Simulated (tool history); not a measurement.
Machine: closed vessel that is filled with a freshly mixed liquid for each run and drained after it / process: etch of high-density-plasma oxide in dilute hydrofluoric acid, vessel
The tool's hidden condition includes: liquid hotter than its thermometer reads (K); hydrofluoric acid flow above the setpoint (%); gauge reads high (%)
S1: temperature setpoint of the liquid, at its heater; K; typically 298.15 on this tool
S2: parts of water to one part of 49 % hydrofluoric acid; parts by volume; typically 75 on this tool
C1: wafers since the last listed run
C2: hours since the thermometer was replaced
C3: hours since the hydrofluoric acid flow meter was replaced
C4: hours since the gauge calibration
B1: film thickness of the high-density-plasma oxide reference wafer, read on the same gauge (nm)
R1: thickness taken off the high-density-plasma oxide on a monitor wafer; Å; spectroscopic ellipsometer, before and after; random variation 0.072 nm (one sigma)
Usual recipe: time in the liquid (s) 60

Run 1, hour 0.0: usual settings but time in the liquid (s) 40; C1 0; C2 127.7; C3 641.2; C4 143.3; B1 39.97. Result: R1 67.4 Å.
Run 2, hour 60.3: usual settings; C1 8502; C2 188.0; C3 701.5; C4 203.6; B1 39.98. Result: R1 101.3 Å.
Run 3, hour 127.0: usual settings but time in the liquid (s) 70; C1 9404; C2 254.7; C3 768.2; C4 270.3; B1 39.99. Result: R1 121.7 Å.
Run 4, hour 179.5: usual settings but time in the liquid (s) 70; C1 7402; C2 307.2; C3 820.7; C4 322.8; B1 39.98. Result: R1 118.9 Å.
Run 5, hour 239.4: usual settings; C1 8445; C2 367.1; C3 880.6; C4 382.7; B1 40.04. Result: R1 103.6 Å.
Run 6, hour 440.0: usual settings; C1 28284; C2 567.7; C3 1081.2; C4 583.3; B1 39.95. Result: R1 104.6 Å.
Run 7, hour 509.9: usual settings but S2 55 parts by volume; C1 9855; C2 637.6; C3 1151.1; C4 653.2; B1 40.00. Result: R1 145.5 Å.
Run 8, hour 573.9: usual settings but S2 65 parts by volume; C1 9024; C2 701.6; C3 1215.1; C4 717.2; B1 40.04. Result: R1 124.3 Å.
Run 9, hour 616.3: usual settings; C1 5978; C2 744.0; C3 1257.5; C4 759.6; B1 40.02. Result: R1 105.4 Å.
Run 10, hour 704.4: usual settings; C1 12422; C2 832.1; C3 1345.6; C4 847.7; B1 40.01. Result: R1 106.0 Å.
At hour 752.1: thermometer replaced.
Run 11, hour 793.1: usual settings; C1 12365; C2 41.0; C3 1434.3; C4 936.4; B1 40.00. Result: R1 102.1 Å.
Run 12, hour 898.9: usual settings; C1 14917; C2 146.8; C3 1540.1; C4 1042.2; B1 40.00. Result: R1 103.1 Å.
Run 13, hour 1001.9: usual settings; C1 14523; C2 249.8; C3 1643.1; C4 1145.2; B1 39.97. Result: R1 104.9 Å.
Run 14, hour 1097.3: usual settings; C1 13451; C2 345.2; C3 1738.5; C4 1240.6; B1 39.98. Result: R1 105.2 Å.
Run 15, hour 1192.2: usual settings; C1 13380; C2 440.1; C3 1833.4; C4 1335.5; B1 39.98. Result: R1 105.2 Å.
Run 16, hour 1288.3: usual settings but S1 296.15 K, S2 105 parts by volume, time in the liquid (s) 70; C1 13550; C2 536.2; C3 1929.5; C4 1431.6; B1 39.97. Result: R1 79.4 Å.
Run 17, hour 1358.8: usual settings; C1 9940; C2 606.7; C3 2000.0; C4 1502.1; B1 39.96. Result: R1 106.2 Å.
Run 18, hour 1453.6: usual settings but time in the liquid (s) 40; C1 13366; C2 701.5; C3 2094.8; C4 1596.9; B1 40.01. Result: R1 71.6 Å.
Run 19, hour 1548.8: usual settings; C1 13423; C2 796.7; C3 2190.0; C4 1692.1; B1 40.01. Result: R1 109.4 Å.
At hour 1598.0: hydrofluoric acid flow meter replaced.
Run 20, hour 1639.1: usual settings; C1 12591; C2 887.0; C3 41.1; C4 1782.4; B1 40.02. Result: R1 102.2 Å.
Run 21, hour 1744.0: usual settings but S1 293.65 K, S2 45 parts by volume; C1 14791; C2 991.9; C3 146.0; C4 1887.3; B1 40.04. Result: R1 148.9 Å.
At hour 1792.9: thermometer replaced.
Run 22, hour 1798.1: usual settings but S1 295.15 K, S2 105 parts by volume; C1 7487; C2 5.2; C3 200.1; C4 1941.4; B1 39.99. Result: R1 61.1 Å.
Run 23, hour 1853.5: usual settings; C1 7811; C2 60.6; C3 255.5; C4 1996.8; B1 39.98. Result: R1 100.3 Å.
At hour 2036.3: gauge calibrated.
Run 24, hour 2109.5: usual settings; C1 36096; C2 316.6; C3 511.5; C4 73.2; B1 40.01. Result: R1 101.7 Å.
Run 25, hour 2157.5: usual settings but S1 295.15 K; C1 6768; C2 364.6; C3 559.5; C4 121.2; B1 40.02. Result: R1 91.4 Å.
Run 26, hour 2239.1: usual settings but S1 294.15 K, S2 95 parts by volume; C1 11505; C2 446.2; C3 641.1; C4 202.8; B1 39.99. Result: R1 67.5 Å.
Run 27, hour 2284.7: usual settings but S1 300.65 K, time in the liquid (s) 80; C1 6429; C2 491.8; C3 686.7; C4 248.4; B1 39.99. Result: R1 153.4 Å.
Run 28, hour 2356.3: usual settings; C1 10095; C2 563.4; C3 758.3; C4 320.0; B1 40.01. Result: R1 103.6 Å.
Run 29, hour 2442.3: usual settings but S1 294.15 K, S2 40 parts by volume, time in the liquid (s) 40; C1 12126; C2 649.4; C3 844.3; C4 406.0; B1 39.99. Result: R1 115.5 Å.
Run 30, hour 2505.5: usual settings but S2 50 parts by volume, time in the liquid (s) 90; C1 8911; C2 712.6; C3 907.5; C4 469.2; B1 40.01. Result: R1 242.2 Å.
Run 31, hour 2584.7: usual settings but S2 110 parts by volume; C1 11167; C2 791.8; C3 986.7; C4 548.4; B1 39.96. Result: R1 68.6 Å.
Run 32, hour 2691.0: usual settings but S1 300.15 K, time in the liquid (s) 90; C1 14988; C2 898.1; C3 1093.0; C4 654.7; B1 40.00. Result: R1 173.9 Å.

Per-run results on a tool with no hidden state, each run keeping its own random variation:
run     R1
  1   65.4
  2   97.8
  3  117.0
  4  113.9
  5   98.8
  6   98.4
  7  136.3
  8  115.9
  9   98.0
 10   98.0
 11   98.1
 12   98.3
 13   99.2
 14   98.9
 15   98.3
 16   73.6
 17   98.2
 18   65.7
 19   99.8
 20   97.6
 21  140.9
 22   60.2
 23   98.5
 24   98.1
 25   87.9
 26   64.5
 27  146.3
 28   98.3
 29  108.8
 30  227.3
 31   64.1
 32  161.3
